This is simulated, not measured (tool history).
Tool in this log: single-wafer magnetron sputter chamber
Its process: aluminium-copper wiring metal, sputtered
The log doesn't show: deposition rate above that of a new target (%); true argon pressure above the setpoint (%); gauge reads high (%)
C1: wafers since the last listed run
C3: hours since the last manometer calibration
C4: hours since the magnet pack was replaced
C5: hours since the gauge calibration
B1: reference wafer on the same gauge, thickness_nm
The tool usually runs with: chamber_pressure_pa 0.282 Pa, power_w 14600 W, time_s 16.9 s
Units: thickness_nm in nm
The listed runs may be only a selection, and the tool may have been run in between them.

{"run": 1, "hour": 0.0, "chamber_pressure_pa": 0.282, "power_w": 14600, "time_s": 16.9, "C1": 0, "wafers on the sputter target": 2479, "C3": 337.7, "C4": 10712.5, "C5": 774.9, "B1": 412.484, "thickness_nm": 418.775}
{"run": 2, "hour": 33.5, "chamber_pressure_pa": 0.282, "power_w": 14600, "time_s": 16.9, "C1": 933, "wafers on the sputter target": 3412, "C3": 371.2, "C4": 10746, "C5": 808.4, "B1": 412.415, "thickness_nm": 419.998}
{"run": 3, "hour": 63.5, "chamber_pressure_pa": 0.282, "power_w": 14600, "time_s": 16.9, "C1": 835, "wafers on the sputter target": 4247, "C3": 401.2, "C4": 10776, "C5": 838.4, "B1": 412.575, "thickness_nm": 418.703}
{"hour": 118.8, "done": "sputter target and shields replaced"}
{"run": 4, "hour": 119.3, "chamber_pressure_pa": 0.282, "power_w": 14600, "time_s": 16.9, "C1": 1331, "wafers on the sputter target": 12, "C3": 457, "C4": 10831.8, "C5": 894.2, "B1": 413.509, "thickness_nm": 423.83}
{"run": 5, "hour": 164.0, "chamber_pressure_pa": 0.282, "power_w": 14600, "time_s": 16.9, "C1": 1245, "wafers on the sputter target": 1257, "C3": 501.7, "C4": 10876.5, "C5": 938.9, "B1": 414.551, "thickness_nm": 419.099}
{"run": 6, "hour": 203.4, "chamber_pressure_pa": 0.282, "power_w": 14600, "time_s": 16.9, "C1": 1097, "wafers on the sputter target": 2355, "C3": 541.1, "C4": 10915.9, "C5": 978.3, "B1": 414.421, "thickness_nm": 423.559}
{"run": 7, "hour": 268.6, "chamber_pressure_pa": 0.282, "power_w": 14600, "time_s": 16.9, "C1": 1816, "wafers on the sputter target": 4171, "C3": 606.3, "C4": 10981.1, "C5": 1043.5, "B1": 415.94, "thickness_nm": 420.099}
{"run": 8, "hour": 336.8, "chamber_pressure_pa": 0.282, "power_w": 14600, "time_s": 16.9, "C1": 1899, "wafers on the sputter target": 6070, "C3": 674.5, "C4": 11049.3, "C5": 1111.7, "B1": 416.806, "thickness_nm": 421.759}
{"hour": 364.7, "done": "sputter target and shields replaced"}
{"run": 9, "hour": 373.7, "chamber_pressure_pa": 0.282, "power_w": 14600, "time_s": 16.9, "C1": 804, "wafers on the sputter target": 250, "C3": 711.4, "C4": 11086.2, "C5": 1148.6, "B1": 416.775, "thickness_nm": 426.175}
{"run": 10, "hour": 425.3, "chamber_pressure_pa": 0.282, "power_w": 14600, "time_s": 16.9, "C1": 1437, "wafers on the sputter target": 1687, "C3": 763, "C4": 11137.8, "C5": 1200.2, "B1": 419.055, "thickness_nm": 429.263}
{"hour": 427.5, "done": "gauge calibrated"}
{"run": 11, "hour": 478.9, "chamber_pressure_pa": 0.282, "power_w": 14600, "time_s": 16.9, "C1": 1492, "wafers on the sputter target": 3180, "C3": 816.6, "C4": 11191.4, "C5": 51.4, "B1": 412.213, "thickness_nm": 416.262}
{"run": 12, "hour": 544.8, "chamber_pressure_pa": 0.282, "power_w": 14600, "time_s": 16.9, "C1": 1835, "wafers on the sputter target": 5016, "C3": 882.5, "C4": 11257.3, "C5": 117.3, "B1": 412.663, "thickness_nm": 420.364}
{"run": 13, "hour": 589.0, "chamber_pressure_pa": 0.321, "power_w": 13100, "time_s": 19.6, "C1": 1231, "wafers on the sputter target": 6247, "C3": 926.7, "C4": 11301.5, "C5": 161.5, "B1": 412.076, "thickness_nm": 429.378}
{"hour": 613.2, "done": "sputter target and shields replaced"}
{"run": 14, "hour": 635.8, "chamber_pressure_pa": 0.282, "power_w": 14600, "time_s": 16.9, "C1": 1080, "wafers on the sputter target": 628, "C3": 973.5, "C4": 11348.3, "C5": 208.3, "B1": 412.838, "thickness_nm": 421.189}
{"run": 15, "hour": 681.1, "chamber_pressure_pa": 0.242, "power_w": 11200, "time_s": 15.5, "C1": 1261, "wafers on the sputter target": 1890, "C3": 1018.8, "C4": 11393.6, "C5": 253.6, "B1": 412.295, "thickness_nm": 301.313}
{"run": 16, "hour": 725.1, "chamber_pressure_pa": 0.282, "power_w": 14600, "time_s": 16.9, "C1": 1225, "wafers on the sputter target": 3116, "C3": 1062.8, "C4": 11437.6, "C5": 297.6, "B1": 411.829, "thickness_nm": 422.1}
{"hour": 755.7, "done": "magnet pack replaced"}
{"run": 17, "hour": 792.2, "chamber_pressure_pa": 0.364, "power_w": 14600, "time_s": 16.9, "C1": 1646, "wafers on the sputter target": 4762, "C3": 1129.9, "C4": 36.5, "C5": 364.7, "B1": 412.492, "thickness_nm": 406.104}
{"run": 18, "hour": 858.7, "chamber_pressure_pa": 0.348, "power_w": 11300, "time_s": 17.8, "C1": 1852, "wafers on the sputter target": 6614, "C3": 1196.4, "C4": 103, "C5": 431.2, "B1": 413.433, "thickness_nm": 334.584}
{"hour": 872.4, "done": "sputter target and shields replaced"}
{"hour": 929.0, "done": "capacitance manometer re-zeroed and calibrated"}
{"run": 19, "hour": 1073.5, "chamber_pressure_pa": 0.282, "power_w": 17200, "time_s": 19.7, "C1": 5537, "wafers on the sputter target": 5377, "C3": 144.5, "C4": 317.8, "C5": 646, "B1": 414.72, "thickness_nm": 579.023}
{"hour": 1095.7, "done": "sputter target and shields replaced"}
{"run": 20, "hour": 1097.9, "chamber_pressure_pa": 0.224, "power_w": 12000, "time_s": 14.1, "C1": 456, "wafers on the sputter target": 60, "C3": 168.9, "C4": 342.2, "C5": 670.4, "B1": 414.774, "thickness_nm": 299.545}
{"run": 21, "hour": 1132.0, "chamber_pressure_pa": 0.24, "power_w": 14600, "time_s": 14.3, "C1": 949, "wafers on the sputter target": 1010, "C3": 203, "C4": 376.3, "C5": 704.5, "B1": 416.208, "thickness_nm": 362.842}
{"run": 22, "hour": 1199.3, "chamber_pressure_pa": 0.342, "power_w": 14600, "time_s": 14.8, "C1": 1874, "wafers on the sputter target": 2885, "C3": 270.3, "C4": 443.6, "C5": 771.8, "B1": 416.673, "thickness_nm": 358.836}

Below are 3 alternative next runs, each starting from the tool's condition after run 22. Predict each:
{"run": "A", "hour": 1199.7, "chamber_pressure_pa": 0.331, "power_w": 14600, "time_s": 16.9, "C1": 11, "wafers on the sputter target": 2896, "C3": 270.7, "C4": 444, "C5": 772.2, "B1": "?", "thickness_nm": "?"}
{"run": "B", "hour": 1199.7, "chamber_pressure_pa": 0.196, "power_w": 14600, "time_s": 16.9, "C1": 11, "wafers on the sputter target": 2896, "C3": 270.7, "C4": 444, "C5": 772.2, "B1": "?", "thickness_nm": "?"}
{"run": "C", "hour": 1199.7, "chamber_pressure_pa": 0.389, "power_w": 12700, "time_s": 16.9, "C1": 11, "wafers on the sputter target": 2896, "C3": 270.7, "C4": 444, "C5": 772.2, "B1": "?", "thickness_nm": "?"}

run=A B1=416.289 thickness_nm=413.792
run=B B1=416.289 thickness_nm=438.825
run=C B1=416.289 thickness_nm=351.512
Stripped of hidden state, with their random variation kept, the same runs would have yielded:
run=A thickness_nm=406.579
run=B thickness_nm=431.175
run=C thickness_nm=345.384
